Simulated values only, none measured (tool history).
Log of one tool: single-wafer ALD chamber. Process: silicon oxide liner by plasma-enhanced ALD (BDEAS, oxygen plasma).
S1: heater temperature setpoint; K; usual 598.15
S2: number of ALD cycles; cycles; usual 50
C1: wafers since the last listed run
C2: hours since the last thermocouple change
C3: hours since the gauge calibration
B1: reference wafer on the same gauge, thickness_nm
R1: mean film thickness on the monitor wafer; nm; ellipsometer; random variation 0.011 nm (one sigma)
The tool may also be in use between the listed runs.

{"run": 1, "hour": 0.0, "S1": 591.15, "S2": 50, "C1": 0, "C2": 2201.7, "C3": 390.1, "B1": 5.293, "R1": 4.577}
{"run": 2, "hour": 18.0, "S1": 598.15, "S2": 50, "C1": 132, "C2": 2219.7, "C3": 408.1, "B1": 5.297, "R1": 4.547}
{"run": 3, "hour": 46.8, "S1": 598.15, "S2": 50, "C1": 211, "C2": 2248.5, "C3": 436.9, "B1": 5.285, "R1": 4.58}
{"run": 4, "hour": 81.4, "S1": 598.15, "S2": 50, "C1": 254, "C2": 2283.1, "C3": 471.5, "B1": 5.285, "R1": 4.565}
{"run": 5, "hour": 99.2, "S1": 598.15, "S2": 50, "C1": 130, "C2": 2300.9, "C3": 489.3, "B1": 5.299, "R1": 4.566}
{"run": 6, "hour": 112.1, "S1": 598.15, "S2": 50, "C1": 94, "C2": 2313.8, "C3": 502.2, "B1": 5.294, "R1": 4.56}
{"run": 7, "hour": 142.6, "S1": 598.15, "S2": 50, "C1": 224, "C2": 2344.3, "C3": 532.7, "B1": 5.287, "R1": 4.559}
{"run": 8, "hour": 159.0, "S1": 598.15, "S2": 50, "C1": 120, "C2": 2360.7, "C3": 549.1, "B1": 5.289, "R1": 4.555}
{"run": 9, "hour": 182.3, "S1": 598.15, "S2": 50, "C1": 171, "C2": 2384, "C3": 572.4, "B1": 5.295, "R1": 4.558}
{"run": 10, "hour": 198.9, "S1": 598.15, "S2": 50, "C1": 122, "C2": 2400.6, "C3": 589, "B1": 5.283, "R1": 4.563}
{"run": 11, "hour": 231.5, "S1": 598.15, "S2": 50, "C1": 239, "C2": 2433.2, "C3": 621.6, "B1": 5.298, "R1": 4.562}
{"run": 12, "hour": 264.4, "S1": 598.15, "S2": 50, "C1": 241, "C2": 2466.1, "C3": 654.5, "B1": 5.291, "R1": 4.567}
{"hour": 279.5, "done": "thermocouple changed; heater temperature recalibrated"}
{"run": 13, "hour": 289.1, "S1": 598.15, "S2": 50, "C1": 122, "C2": 9.6, "C3": 679.2, "B1": 5.293, "R1": 4.563}
{"run": 14, "hour": 306.3, "S1": 586.15, "S2": 45, "C1": 126, "C2": 26.8, "C3": 696.4, "B1": 5.295, "R1": 4.196}
{"hour": 322.7, "done": "gauge calibrated"}
{"run": 15, "hour": 331.4, "S1": 598.15, "S2": 57, "C1": 184, "C2": 51.9, "C3": 8.7, "B1": 5.291, "R1": 5.191}
{"run": 16, "hour": 397.8, "S1": 604.15, "S2": 57, "C1": 488, "C2": 118.3, "C3": 75.1, "B1": 5.294, "R1": 5.142}
{"run": 17, "hour": 415.9, "S1": 602.15, "S2": 46, "C1": 133, "C2": 136.4, "C3": 93.2, "B1": 5.29, "R1": 4.171}
{"run": 18, "hour": 429.5, "S1": 585.15, "S2": 40, "C1": 99, "C2": 150, "C3": 106.8, "B1": 5.292, "R1": 3.709}
{"run": 19, "hour": 451.6, "S1": 598.15, "S2": 45, "C1": 162, "C2": 172.1, "C3": 128.9, "B1": 5.295, "R1": 4.106}
{"run": 20, "hour": 483.3, "S1": 612.15, "S2": 60, "C1": 233, "C2": 203.8, "C3": 160.6, "B1": 5.287, "R1": 5.346}
{"run": 21, "hour": 512.1, "S1": 604.15, "S2": 55, "C1": 211, "C2": 232.6, "C3": 189.4, "B1": 5.283, "R1": 4.962}
{"run": 22, "hour": 528.4, "S1": 598.15, "S2": 42, "C1": 119, "C2": 248.9, "C3": 205.7, "B1": 5.29, "R1": 3.814}
{"run": 23, "hour": 553.7, "S1": 586.15, "S2": 55, "C1": 185, "C2": 274.2, "C3": 231, "B1": 5.288, "R1": 5.106}
{"run": 24, "hour": 579.3, "S1": 612.15, "S2": 60, "C1": 188, "C2": 299.8, "C3": 256.6, "B1": 5.289, "R1": 5.338}
{"run": 25, "hour": 607.6, "S1": 593.15, "S2": 59, "C1": 208, "C2": 328.1, "C3": 284.9, "B1": 5.289, "R1": 5.411}
{"run": 26, "hour": 640.7, "S1": 598.15, "S2": 50, "C1": 243, "C2": 361.2, "C3": 318, "B1": 5.286, "R1": 4.554}

What the log doesn't show, run by run:
wafer temperature above the value expected at the setpoint (K): 0 in every run
gauge reads high (%): 0 in every run
